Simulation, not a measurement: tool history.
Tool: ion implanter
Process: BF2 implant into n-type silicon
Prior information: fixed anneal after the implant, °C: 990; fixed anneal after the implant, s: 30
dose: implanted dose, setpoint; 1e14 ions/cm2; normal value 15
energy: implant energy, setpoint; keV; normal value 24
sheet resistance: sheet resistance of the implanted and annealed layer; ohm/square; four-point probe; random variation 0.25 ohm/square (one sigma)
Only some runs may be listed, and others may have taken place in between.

run   hour   dose  energy  read-back reference wafer on the same gauge, sheet resistance  sheet resistance
  1      0     15      18                                                         192.82            193.71
  2   35.4     15      18                                                         192.93            194.16
  3     52     15      24                                                          193.1            170.35
  4   74.4     15      24                                                          193.2            171.12
  5   95.4  13.27      24                                                         193.34            174.74
  6  117.9  16.12      21                                                          193.5            180.15
  7  149.6  16.12      21                                                         193.71            180.51
     154.4  -- gauge calibrated
     173.9  -- extraction supply calibrated
  8  174.4  16.12      21                                                         192.28            178.48
  9  194.9     15    19.5                                                         192.35             186.8
 10    209  16.91      20                                                         192.35            182.27
 11  243.6     15      24                                                         192.35            170.21
 12  277.2  19.23    18.5                                                         192.39            185.94
     291.1  -- Faraday cup replaced and dose calibrated
 13  291.6   18.3      24                                                         192.47            165.49
 14  309.6     15      24                                                         192.56            170.65
 15  339.3  18.77    21.5                                                         192.57            174.48
 16    374  13.53      21                                                         192.77             184.7

Run 17 has not been measured yet. What should we expect?
 17   399  18.82      32                                                              ?                 ?

{"run 17": {"read-back reference wafer on the same gauge, sheet resistance": 192.91, "sheet resistance": 144}}
On a tool with no hidden condition, and with the same random variation, this run would have come out at sheet resistance 143.3 ohm/square.
